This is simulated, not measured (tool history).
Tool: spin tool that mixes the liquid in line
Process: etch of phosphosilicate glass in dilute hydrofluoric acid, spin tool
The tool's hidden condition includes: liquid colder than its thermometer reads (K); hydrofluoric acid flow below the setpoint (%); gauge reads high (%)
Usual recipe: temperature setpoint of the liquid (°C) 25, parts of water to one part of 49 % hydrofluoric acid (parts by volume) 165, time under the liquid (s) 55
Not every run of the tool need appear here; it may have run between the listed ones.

run   hour  temperature setpoint of the liquid (°C)  parts of water to one part of 49 % hydrofluoric acid (parts by volume)  time under the liquid (s)  wafers since the last listed run  hours since the thermometer was replaced  hours since the hydrofluoric acid flow meter was replaced  hours since the gauge calibration  read-back film thickness of the phosphosilicate glass reference wafer, read on the same gauge (nm)  thickness taken off the phosphosilicate glass on a monitor wafer (Å)
  1      0                                       25                                                                     165                         55                                 0                                     865.9                                                      450.1                                141                                                                                              139.98                                                                 270.4
  2   13.3                                       25                                                                     165                         55                               181                                     879.2                                                      463.4                              154.3                                                                                                 140                                                                 271.6
  3   27.6                                       25                                                                     165                         55                               195                                     893.5                                                      477.7                              168.6                                                                                              139.99                                                                 269.4
  4   37.8                                       25                                                                     165                         55                               139                                     903.7                                                      487.9                              178.8                                                                                              139.98                                                                 270.5
  5   46.1                                       25                                                                     165                         55                               113                                       912                                                      496.2                              187.1                                                                                              140.02                                                                 270.5
  6     63                                       25                                                                     165                         55                               230                                     928.9                                                      513.1                                204                                                                                              140.04                                                                 268.4
  7   79.3                                       25                                                                     165                         55                               222                                     945.2                                                      529.4                              220.3                                                                                              139.99                                                                 269.9
  8   87.7                                       27                                                                     165                         55                               114                                     953.6                                                      537.8                              228.7                                                                                                 140                                                                 288.9
  9  111.2                                       25                                                                     165                         55                               320                                     977.1                                                      561.3                              252.2                                                                                                 140                                                                   268
     126.4  -- thermometer replaced
 10  126.7                                       25                                                                     165                         55                               197                                       0.3                                                      576.8                              267.7                                                                                              140.03                                                                 291.3
     134.6  -- gauge calibrated
 11  136.5                                       25                                                                     165                         55                               133                                      10.1                                                      586.6                                1.9                                                                                              140.04                                                                 291.4
 12  146.1                                       25                                                                     195                         55                               131                                      19.7                                                      596.2                               11.5                                                                                              140.01                                                                 236.2
 13  163.4                                       25                                                                     195                         55                               236                                        37                                                      613.5                               28.8                                                                                              139.99                                                                 237.4
     170.3  -- hydrofluoric acid flow meter replaced
 14  181.1                                       25                                                                     165                         55                               228                                      54.7                                                       10.8                               46.5                                                                                              139.98                                                                 289.1
 15  194.7                                       29                                                                     165                         30                               185                                      68.3                                                       24.4                               60.1                                                                                              140.03                                                                   183
 16    202                                       25                                                                     165                         35                                99                                      75.6                                                       31.7                               67.4                                                                                                 140                                                                   183
 17  216.9                                       25                                                                     165                         55                               203                                      90.5                                                       46.6                               82.3                                                                                              140.02                                                                 290.5
 18  233.8                                       25                                                                     165                         55                               230                                     107.4                                                       63.5                               99.2                                                                                              139.99                                                                 289.4
 19  246.9                                       25                                                                     165                         55                               178                                     120.5                                                       76.6                              112.3                                                                                                 140                                                                   290
 20  257.7                                       25                                                                     165                         55                               147                                     131.3                                                       87.4                              123.1                                                                                              140.01                                                                 287.2
 21  268.6                                       25                                                                      90                         30                               148                                     142.2                                                       98.3                                134                                                                                              140.01                                                                 313.6
 22  285.9                                     29.5                                                                     100                         30                               236                                     159.5                                                      115.6                              151.3                                                                                              139.97                                                                 331.1
 23    303                                       22                                                                     165                         55                               233                                     176.6                                                      132.7                              168.4                                                                                              139.99                                                                 255.4
 24  319.9                                     27.5                                                                     135                         30                               230                                     193.5                                                      149.6                              185.3                                                                                              139.99                                                                 217.5
 25  328.6                                       28                                                                      95                         45                               118                                     202.2                                                      158.3                                194                                                                                              140.01                                                                 500.3
 26  336.2                                     23.5                                                                     125                         55                               103                                     209.8                                                      165.9                              201.6                                                                                                 140                                                                 371.9
 27  346.7                                     20.5                                                                     100                         55                               143                                     220.3                                                      176.4                              212.1                                                                                              139.96                                                                 420.5
     355.1  -- gauge calibrated
 28  361.8                                       25                                                                     165                         85                               206                                     235.4                                                      191.5                                6.7                                                                                              139.99                                                                 442.3

What differs in the tool's unlogged condition from the final listed run ahead of each entry between runs to the first listed run following it?
After run 9, before run 10: thermometer replaced (hour 126.4)
  liquid colder than its thermometer reads (K): 2.55 -> 0.396
  difference, measured minus the result without the unlogged condition, thickness taken off the phosphosilicate glass on a monitor wafer (Å): -27.2 -> -4.4
After run 10, before run 11: gauge calibrated (hour 134.6)
  liquid colder than its thermometer reads (K): 0.396 -> 0.421
  difference, measured minus the result without the unlogged condition, thickness taken off the phosphosilicate glass on a monitor wafer (Å): -4.4 -> -4.6
After run 13, before run 14: hydrofluoric acid flow meter replaced (hour 170.3)
  liquid colder than its thermometer reads (K): 0.49 -> 0.535
  difference, measured minus the result without the unlogged condition, thickness taken off the phosphosilicate glass on a monitor wafer (Å): -4.3 -> -6
After run 27, before run 28: gauge calibrated (hour 355.1)
  liquid colder than its thermometer reads (K): 0.959 -> 0.997
  difference, measured minus the result without the unlogged condition, thickness taken off the phosphosilicate glass on a monitor wafer (Å): -16.9 -> -17
